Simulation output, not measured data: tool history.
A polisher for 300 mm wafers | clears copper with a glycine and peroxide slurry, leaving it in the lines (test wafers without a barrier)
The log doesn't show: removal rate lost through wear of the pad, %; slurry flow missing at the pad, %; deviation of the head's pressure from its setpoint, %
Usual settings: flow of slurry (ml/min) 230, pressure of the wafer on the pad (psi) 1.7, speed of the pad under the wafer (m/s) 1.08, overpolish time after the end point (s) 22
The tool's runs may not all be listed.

| run | hour | flow of slurry (ml/min) | pressure of the wafer on the pad (psi) | speed of the pad under the wafer (m/s) | overpolish time after the end point (s) | wafers since the last listed run | wafers polished on this pad | hours since the slurry nozzle was cleaned | hours since the head pressure was calibrated | incoming thickness of the incoming film, nm | time until the end point was called (s) | dishing of a wide line in a test structure (Å) |
|---|---|---|---|---|---|---|---|---|---|---|---|---|
| 1 | 0.0 | 230 | 1.7 | 1.08 | 22 | 0 | 1409 | 464.8 | 1285.3 | 406.1 | 105.3 | 594 |
| 2 | 32.2 | 230 | 1.7 | 1.08 | 22 | 279 | 1688 | 497.0 | 1317.5 | 405.7 | 103.5 | 604 |
|  | 39.2 | worn pad replaced by a new one |
|  | 40.0 | slurry nozzle cleaned |
| 3 | 74.3 | 230 | 1.7 | 1.08 | 22 | 323 | 297 | 34.3 | 1359.6 | 405.1 | 98.3 | 656 |
| 4 | 115.2 | 230 | 1.7 | 1.08 | 22 | 354 | 652 | 75.2 | 1400.5 | 409.8 | 101.5 | 635 |
| 5 | 171.0 | 230 | 1.7 | 1.08 | 22 | 483 | 1135 | 131.0 | 1456.3 | 402.8 | 100.1 | 629 |
| 6 | 212.3 | 190 | 1.7 | 0.82 | 22 | 358 | 1494 | 172.3 | 1497.6 | 401.1 | 126.1 | 534 |
|  | 222.3 | worn pad replaced by a new one |
| 7 | 266.7 | 190 | 1.7 | 0.82 | 22 | 437 | 384 | 226.7 | 1552.0 | 405.4 | 122.5 | 544 |
| 8 | 310.3 | 190 | 1.7 | 0.82 | 22 | 378 | 762 | 270.3 | 1595.6 | 399.6 | 121.5 | 535 |
|  | 336.1 | head pressure recalibrated |
| 9 | 359.1 | 185 | 1.7 | 1.08 | 22 | 405 | 1168 | 319.1 | 23.0 | 408.6 | 111.5 | 603 |
|  | 425.3 | worn pad replaced by a new one |
| 10 | 429.7 | 200 | 1.7 | 1.08 | 22 | 577 | 38 | 389.7 | 93.6 | 409.1 | 107.5 | 604 |
| 11 | 474.3 | 230 | 1.7 | 1.08 | 22 | 386 | 425 | 434.3 | 138.2 | 403.4 | 102.2 | 599 |
| 12 | 528.6 | 230 | 1.7 | 1.08 | 22 | 470 | 896 | 488.6 | 192.5 | 413.2 | 107.9 | 606 |
| 13 | 579.3 | 185 | 1.7 | 1.08 | 22 | 439 | 1335 | 539.3 | 243.2 | 407.1 | 114.8 | 578 |
| 14 | 619.9 | 230 | 1.9 | 1.08 | 30 | 352 | 1687 | 579.9 | 283.8 | 412.2 | 97.2 | 800 |

Run 15 comes next. What will it give?
| 15 | 647.2 | 275 | 1.4 | 1.08 | 22 | 236 | 1924 | 607.2 | 311.1 | 406.3 | ? | ? |

time until the end point was called (s): 122.8
dishing of a wide line in a test structure (Å): 537
Without the tool's hidden state the same run would have given time until the end point was called (s) 112.5, dishing of a wide line in a test structure (Å) 575.
